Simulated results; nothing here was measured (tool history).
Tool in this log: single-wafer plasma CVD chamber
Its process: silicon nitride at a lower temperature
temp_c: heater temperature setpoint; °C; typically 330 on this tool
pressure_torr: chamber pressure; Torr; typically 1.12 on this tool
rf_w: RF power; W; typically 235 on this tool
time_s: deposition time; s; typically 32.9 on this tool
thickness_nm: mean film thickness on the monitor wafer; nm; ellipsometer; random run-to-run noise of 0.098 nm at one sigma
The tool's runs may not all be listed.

run	hour	temp_c	pressure_torr	rf_w	time_s	read-back reference wafer on the same gauge, thickness_nm	thickness_nm
1	0.0	330	1.12	235	32.9	24.894	26.114
2	90.0	330	1.12	235	32.9	24.897	26.025
3	143.8	330	1.12	235	32.9	24.901	25.895
4	272.9	330	1.12	235	32.9	24.912	26.127
5	352.9	330	1.12	235	32.9	24.903	26.035
# hour 424.4: showerhead replaced
6	430.4	330	1.12	200	32.9	24.883	22.294
# hour 489.7: thermocouple changed; heater temperature recalibrated
7	522.2	334	1.12	235	31.3	24.885	24.500
8	582.2	334	1.12	235	31.3	24.888	24.522
# hour 640.7: capacitance manometer re-zeroed and calibrated
9	670.1	334	1.12	235	31.3	24.904	24.605
10	761.9	330	1.12	210	32.9	24.910	23.130
11	821.7	330	1.12	210	32.9	24.902	23.071
12	902.0	330	1.04	235	32.9	24.911	24.998
13	938.4	317	1.02	210	32.9	24.918	22.423
# hour 983.4: RF generator calibrated
14	983.9	317	1.00	260	27.6	24.918	23.721
15	1025.9	330	1.12	235	32.9	24.895	26.655
# hour 1036.4: gauge calibrated
16	1116.8	330	1.03	235	32.9	24.880	25.830
17	1207.2	335	0.86	255	35.0	24.897	27.633
18	1262.3	323	1.23	235	32.9	24.906	27.427
19	1323.9	330	1.12	235	32.9	24.892	26.533
20	1368.7	326	1.12	275	34.9	24.889	32.331
21	1461.9	343	1.12	255	29.1	24.895	25.009
22	1517.6	330	1.03	235	32.9	24.910	25.623
23	1569.3	330	1.03	235	32.9	24.892	25.876
24	1608.7	330	1.12	260	30.3	24.916	26.613
# hour 1696.6: capacitance manometer re-zeroed and calibrated
25	1704.2	330	1.00	235	27.4	24.918	21.132
26	1749.3	330	1.12	235	35.1	24.904	28.271
27	1793.5	330	1.12	235	32.9	24.896	26.240
28	1891.4	330	1.12	235	32.9	24.900	26.320

Run by run, hidden condition taken away, random variation retained:
Hidden state at play: wafer temperature above the value expected at the setpoint (K); delivered RF power above the setpoint (%); true pressure above the setpoint (%); gauge reads high (%).
run	thickness_nm
1	26.819
2	26.770
3	26.660
4	26.960
5	26.902
6	23.105
7	25.391
8	25.440
9	25.566
10	24.087
11	24.051
12	26.081
13	23.424
14	23.818
15	26.782
16	25.991
17	27.846
18	27.662
19	26.787
20	32.652
21	25.305
22	25.949
23	26.228
24	26.992
25	21.469
26	28.744
27	26.699
28	26.825
